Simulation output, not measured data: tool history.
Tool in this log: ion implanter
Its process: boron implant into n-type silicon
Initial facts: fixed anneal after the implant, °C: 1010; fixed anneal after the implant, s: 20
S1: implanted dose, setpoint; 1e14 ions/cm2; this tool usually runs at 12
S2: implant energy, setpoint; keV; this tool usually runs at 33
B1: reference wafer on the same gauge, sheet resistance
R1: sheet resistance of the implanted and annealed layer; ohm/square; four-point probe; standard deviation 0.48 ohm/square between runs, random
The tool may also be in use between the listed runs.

run,day,S1,S2,B1,R1
1,0,12,33,83.87,104.06
2,0.3,12,33,84.04,103.77
3,0.938,12,33,83.96,104.44
4,1.262,12,33,83.85,103.12
5,1.983,12,33,84.17,104.06
# day 2.483: extraction supply calibrated
# day 2.554: Faraday cup replaced and dose calibrated
6,2.575,12,33,84.06,103.18
7,2.804,12,33,84.07,103.44
8,3.188,14.66,30,84.12,89.7
9,3.554,14.4,38,84.12,88.72
10,4.062,12,33,84.04,104.37
11,4.529,12,23.5,84,106.15
12,4.933,12,33,84.1,104.1
13,5.188,9.16,41,83.97,127.04
14,5.771,13.95,27,84.08,93.6
# day 5.962: gauge calibrated
15,6.088,14.05,39,84.1,90.07
16,6.542,10.91,36,83.86,112.44
17,7.088,10.71,39.5,84.11,113.02
18,7.546,12,33,83.98,104.15

Forecast each of these 4 alternatives for the next run:
A,7.562,12,39,?,?
B,7.562,9,33,?,?
C,7.562,9.84,29.5,?,?
D,7.562,10.6,28.5,?,?

run,B1,R1
A,84.02,103.35
B,84.02,132.06
C,84.02,123.52
D,84.02,116.41
Stripped of hidden state, with their random variation kept, the same runs would have yielded:
run,R1
A,103.35
B,132.06
C,123.52
D,116.41
